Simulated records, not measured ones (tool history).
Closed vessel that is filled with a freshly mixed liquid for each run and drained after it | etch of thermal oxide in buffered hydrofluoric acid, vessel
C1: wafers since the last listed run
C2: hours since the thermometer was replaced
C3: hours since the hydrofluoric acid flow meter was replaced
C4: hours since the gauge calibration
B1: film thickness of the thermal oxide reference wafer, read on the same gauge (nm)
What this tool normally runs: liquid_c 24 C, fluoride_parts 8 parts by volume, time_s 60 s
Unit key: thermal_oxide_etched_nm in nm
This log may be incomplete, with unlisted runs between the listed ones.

Run 1, hour 0: usual settings; C1 0; C2 665.6; C3 240.2; C4 1999.5; B1 50.01. Result: thermal_oxide_etched_nm 84.39 nm.
Run 2, hour 45.9: usual settings; C1 3419; C2 711.5; C3 286.1; C4 2045.4; B1 50.02. Result: thermal_oxide_etched_nm 84.61 nm.
Run 3, hour 148.6: usual settings but fluoride_parts 9 parts by volume, time_s 85 s; C1 7652; C2 814.2; C3 388.8; C4 2148.1; B1 50.01. Result: thermal_oxide_etched_nm 106.96 nm.
Run 4, hour 251: usual settings but fluoride_parts 9 parts by volume, time_s 85 s; C1 7629; C2 916.6; C3 491.2; C4 2250.5; B1 50.01. Result: thermal_oxide_etched_nm 105.88 nm.
At hour 255.2: thermometer replaced.
Run 5, hour 332.4: usual settings; C1 5990; C2 77.2; C3 572.6; C4 2331.9; B1 50.02. Result: thermal_oxide_etched_nm 87.47 nm.
Run 6, hour 411.5: usual settings; C1 5893; C2 156.3; C3 651.7; C4 2411; B1 50. Result: thermal_oxide_etched_nm 87.93 nm.
Run 7, hour 539.2: usual settings; C1 9514; C2 284; C3 779.4; C4 2538.7; B1 49.99. Result: thermal_oxide_etched_nm 87.75 nm.
Run 8, hour 581.9: usual settings but fluoride_parts 7 parts by volume; C1 3181; C2 326.7; C3 822.1; C4 2581.4; B1 50.01. Result: thermal_oxide_etched_nm 100.3 nm.
Run 9, hour 645.4: usual settings but fluoride_parts 7 parts by volume; C1 4731; C2 390.2; C3 885.6; C4 2644.9; B1 50.01. Result: thermal_oxide_etched_nm 100.74 nm.
Run 10, hour 686.1: usual settings; C1 3032; C2 430.9; C3 926.3; C4 2685.6; B1 50.01. Result: thermal_oxide_etched_nm 88.01 nm.
Run 11, hour 844.4: usual settings; C1 11794; C2 589.2; C3 1084.6; C4 2843.9; B1 50. Result: thermal_oxide_etched_nm 87.48 nm.
Run 12, hour 891.7: usual settings; C1 3524; C2 636.5; C3 1131.9; C4 2891.2; B1 49.98. Result: thermal_oxide_etched_nm 89.14 nm.
Run 13, hour 933.8: usual settings; C1 3136; C2 678.6; C3 1174; C4 2933.3; B1 50.01. Result: thermal_oxide_etched_nm 88.99 nm.
At hour 1025: hydrofluoric acid flow meter replaced.
Run 14, hour 1031.1: usual settings but liquid_c 27 C, fluoride_parts 6 parts by volume; C1 7175; C2 775.9; C3 6.1; C4 3030.6; B1 49.99. Result: thermal_oxide_etched_nm 130.41 nm.
Run 15, hour 1089.3: usual settings but liquid_c 19 C, fluoride_parts 11 parts by volume, time_s 85 s; C1 4336; C2 834.1; C3 64.3; C4 3088.8; B1 50.01. Result: thermal_oxide_etched_nm 67.91 nm.
Run 16, hour 1173.9: usual settings but liquid_c 21 C, fluoride_parts 6.5 parts by volume; C1 6303; C2 918.7; C3 148.9; C4 3173.4; B1 50.01. Result: thermal_oxide_etched_nm 88.09 nm.
At hour 1194: thermometer replaced.
Run 17, hour 1486.9: usual settings; C1 23246; C2 292.9; C3 461.9; C4 3486.4; B1 49.98. Result: thermal_oxide_etched_nm 87.6 nm.
Run 18, hour 1570.1: usual settings but liquid_c 19 C, fluoride_parts 11 parts by volume, time_s 85 s; C1 6199; C2 376.1; C3 545.1; C4 3569.6; B1 50.01. Result: thermal_oxide_etched_nm 70.36 nm.
At hour 1600: gauge calibrated.
Run 19, hour 1675.4: usual settings but fluoride_parts 10 parts by volume; C1 7845; C2 481.4; C3 650.4; C4 75.4; B1 49.99. Result: thermal_oxide_etched_nm 70.95 nm.
Run 20, hour 1727.2: usual settings but fluoride_parts 6 parts by volume; C1 3859; C2 533.2; C3 702.2; C4 127.2; B1 49.99. Result: thermal_oxide_etched_nm 114.32 nm.
Run 21, hour 1774.2: usual settings but liquid_c 28.5 C; C1 3501; C2 580.2; C3 749.2; C4 174.2; B1 50. Result: thermal_oxide_etched_nm 112.03 nm.
Run 22, hour 1839.2: usual settings but liquid_c 20 C, time_s 80 s; C1 4843; C2 645.2; C3 814.2; C4 239.2; B1 50.01. Result: thermal_oxide_etched_nm 93.67 nm.
Run 23, hour 2023: usual settings; C1 13694; C2 829; C3 998; C4 423; B1 50.01. Result: thermal_oxide_etched_nm 88.44 nm.
Run 24, hour 2086.5: usual settings; C1 4731; C2 892.5; C3 1061.5; C4 486.5; B1 50. Result: thermal_oxide_etched_nm 88.18 nm.
Run 25, hour 2139.7: usual settings but fluoride_parts 9 parts by volume; C1 3963; C2 945.7; C3 1114.7; C4 539.7; B1 49.99. Result: thermal_oxide_etched_nm 77.12 nm.
At hour 2151.9: thermometer replaced.
Run 26, hour 2231.7: usual settings but liquid_c 22 C, fluoride_parts 9 parts by volume, time_s 80 s; C1 6780; C2 79.8; C3 1206.7; C4 631.7; B1 50. Result: thermal_oxide_etched_nm 95.55 nm.
Run 27, hour 2291.2: usual settings but liquid_c 29 C, fluoride_parts 5 parts by volume, time_s 75 s; C1 4433; C2 139.3; C3 1266.2; C4 691.2; B1 50.01. Result: thermal_oxide_etched_nm 229.2 nm.
Run 28, hour 2343: usual settings but liquid_c 21 C, fluoride_parts 5.5 parts by volume; C1 3859; C2 191.1; C3 1318; C4 743; B1 50.02. Result: thermal_oxide_etched_nm 107.03 nm.
Run 29, hour 2393.9: usual settings but liquid_c 20.5 C, time_s 70 s; C1 3792; C2 242; C3 1368.9; C4 793.9; B1 50. Result: thermal_oxide_etched_nm 88.29 nm.
At hour 2435.2: hydrofluoric acid flow meter replaced.
Run 30, hour 2472.9: usual settings; C1 5811; C2 321; C3 37.7; C4 872.9; B1 49.98. Result: thermal_oxide_etched_nm 85.77 nm.
Run 31, hour 2537.8: usual settings but fluoride_parts 9.5 parts by volume; C1 4835; C2 385.9; C3 102.6; C4 937.8; B1 50.01. Result: thermal_oxide_etched_nm 72.6 nm.
Run 32, hour 2638.1: usual settings but liquid_c 20 C; C1 7473; C2 486.2; C3 202.9; C4 1038.1; B1 49.99. Result: thermal_oxide_etched_nm 68.27 nm.

5 ways to go on from here, each from the tool as it stands after run 32. What would each give?
Run A, hour 2638.8: usual settings; C1 52; C2 486.9; C3 203.6; C4 1038.8; B1 ?. Result: thermal_oxide_etched_nm ?.
Run B, hour 2638.8: usual settings but liquid_c 19.5 C; C1 52; C2 486.9; C3 203.6; C4 1038.8; B1 ?. Result: thermal_oxide_etched_nm ?.
Run C, hour 2638.8: usual settings but liquid_c 26 C, fluoride_parts 10.5 parts by volume; C1 52; C2 486.9; C3 203.6; C4 1038.8; B1 ?. Result: thermal_oxide_etched_nm ?.
Run D, hour 2638.8: usual settings but liquid_c 19.5 C, fluoride_parts 6 parts by volume, time_s 70 s; C1 52; C2 486.9; C3 203.6; C4 1038.8; B1 ?. Result: thermal_oxide_etched_nm ?.
Run E, hour 2638.8: usual settings but liquid_c 28 C; C1 52; C2 486.9; C3 203.6; C4 1038.8; B1 ?. Result: thermal_oxide_etched_nm ?.

run     B1  thermal_oxide_etched_nm
  A  50.01                    84.57
  B  50.01                    65.89
  C  50.01                    73.93
  D  50.01                   101.19
  E  50.01                   104.93
Stripped of hidden state, with their random variation kept, the same runs would have yielded:
run  thermal_oxide_etched_nm
  A                     85.3
  B                    66.51
  C                    74.67
  D                   102.48
  E                   105.77
